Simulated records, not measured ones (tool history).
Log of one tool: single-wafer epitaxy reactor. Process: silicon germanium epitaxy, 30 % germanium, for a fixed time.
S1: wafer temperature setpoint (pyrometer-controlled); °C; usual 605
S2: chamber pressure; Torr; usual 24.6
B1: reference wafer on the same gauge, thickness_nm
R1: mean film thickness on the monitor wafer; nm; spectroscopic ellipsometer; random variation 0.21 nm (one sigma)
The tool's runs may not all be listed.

{"run": 1, "hour": 0.0, "S1": 605, "S2": 24.6, "B1": 53.174, "R1": 65.164}
{"run": 2, "hour": 63.8, "S1": 605, "S2": 26.5, "B1": 53.037, "R1": 66.572}
{"run": 3, "hour": 125.6, "S1": 605, "S2": 26.5, "B1": 53.04, "R1": 66.866}
{"run": 4, "hour": 197.3, "S1": 605, "S2": 26.5, "B1": 53.062, "R1": 66.352}
{"run": 5, "hour": 260.8, "S1": 605, "S2": 24.6, "B1": 53.135, "R1": 64.568}
{"run": 6, "hour": 311.9, "S1": 605, "S2": 24.6, "B1": 53.089, "R1": 64.849}
{"run": 7, "hour": 417.5, "S1": 605, "S2": 24.6, "B1": 53.101, "R1": 64.735}
{"run": 8, "hour": 739.8, "S1": 605, "S2": 24.6, "B1": 53.114, "R1": 65.045}
{"run": 9, "hour": 802.1, "S1": 605, "S2": 24.6, "B1": 53.174, "R1": 64.98}
{"hour": 840.1, "done": "showerhead replaced"}
{"run": 10, "hour": 840.6, "S1": 605, "S2": 20.6, "B1": 53.065, "R1": 61.087}
{"run": 11, "hour": 945.6, "S1": 609, "S2": 29.2, "B1": 53.197, "R1": 75.154}
{"run": 12, "hour": 1041.9, "S1": 605, "S2": 24.6, "B1": 53.077, "R1": 64.644}
{"hour": 1099.0, "done": "capacitance manometer re-zeroed and calibrated"}
{"run": 13, "hour": 1099.5, "S1": 591, "S2": 24.6, "B1": 53.116, "R1": 48.149}

The next listed run, before its measurement:
{"run": 14, "hour": 1139.8, "S1": 592, "S2": 22.6, "B1": "?", "R1": "?"}

{"run 14": {"B1": 53.087, "R1": 48.007}}
Without the tool's hidden state the same run would have given R1 48.007 nm.

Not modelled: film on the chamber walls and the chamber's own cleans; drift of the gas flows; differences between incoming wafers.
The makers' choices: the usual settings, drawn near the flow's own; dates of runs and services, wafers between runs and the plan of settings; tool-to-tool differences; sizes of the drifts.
